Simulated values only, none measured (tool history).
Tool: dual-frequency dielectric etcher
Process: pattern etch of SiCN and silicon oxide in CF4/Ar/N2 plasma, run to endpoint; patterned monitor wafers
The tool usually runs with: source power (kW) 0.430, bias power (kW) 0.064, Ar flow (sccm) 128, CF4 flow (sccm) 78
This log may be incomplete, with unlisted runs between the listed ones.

run    hour  source power (kW)  bias power (kW)  Ar flow (sccm)  CF4 flow (sccm)  incoming incoming film thickness, nm  endpoint time (s)
  1     0.0              0.430            0.064             128               78                                 16.59               19.8
  2    25.6              0.430            0.064             128               78                                 16.44               19.5
  3    74.1              0.430            0.058             128               78                                 16.51               20.0
  4   122.0              0.430            0.058             128               78                                 16.45               20.3
      138.8  -- Ar flow controller replaced
  5   186.7              0.430            0.064             128               78                                 16.57               19.6
  6   216.0              0.430            0.064             128               78                                 16.64               19.5
  7   270.2              0.430            0.064             128               78                                 16.55               19.5
      314.3  -- CF4 flow controller replaced
      333.4  -- source power generator calibrated
  8   335.0              0.430            0.064             128               78                                 16.52               19.3
  9   399.4              0.430            0.064             128               65                                 16.46               20.4
      441.6  -- wet clean of the chamber
 10   452.9              0.500            0.052              97               65                                 16.66               18.8
 11   478.8              0.430            0.053             138               78                                 16.61               21.5
 12   521.9              0.430            0.064             128               78                                 16.31               19.4
 13   549.4              0.430            0.064             128               69                                 16.55               20.1
 14   578.7              0.430            0.064             128               78                                 16.48               19.4
 15   648.6              0.340            0.054             128               91                                 16.43               22.7
 16   713.6              0.430            0.072             128               78                                 16.45               18.6
 17   781.3              0.360            0.075             128               78                                 16.54               20.3
      805.0  -- bias power generator calibrated
      907.5  -- upper electrode replaced
      912.6  -- wet clean of the chamber
 18   957.5              0.430            0.064             128               78                                 16.52               19.4
 19  1059.5              0.430            0.064             128               78                                 16.65               19.6
 20  1100.5              0.460            0.064             102               91                                 16.42               17.2
 21  1129.3              0.370            0.064             128               78                                 16.49               21.3
 22  1156.1              0.400            0.064             128               72                                 16.53               20.6
 23  1220.8              0.430            0.060             106               60                                 16.41               20.4

The next listed run, before its measurement:
 24  1260.8              0.430            0.064             128               78                                 16.58                  ?

{"run 24": {"endpoint time (s)": 19.6}}
With the hidden condition absent and the run-to-run variation left alone, this run would have shown endpoint time (s) 19.6.
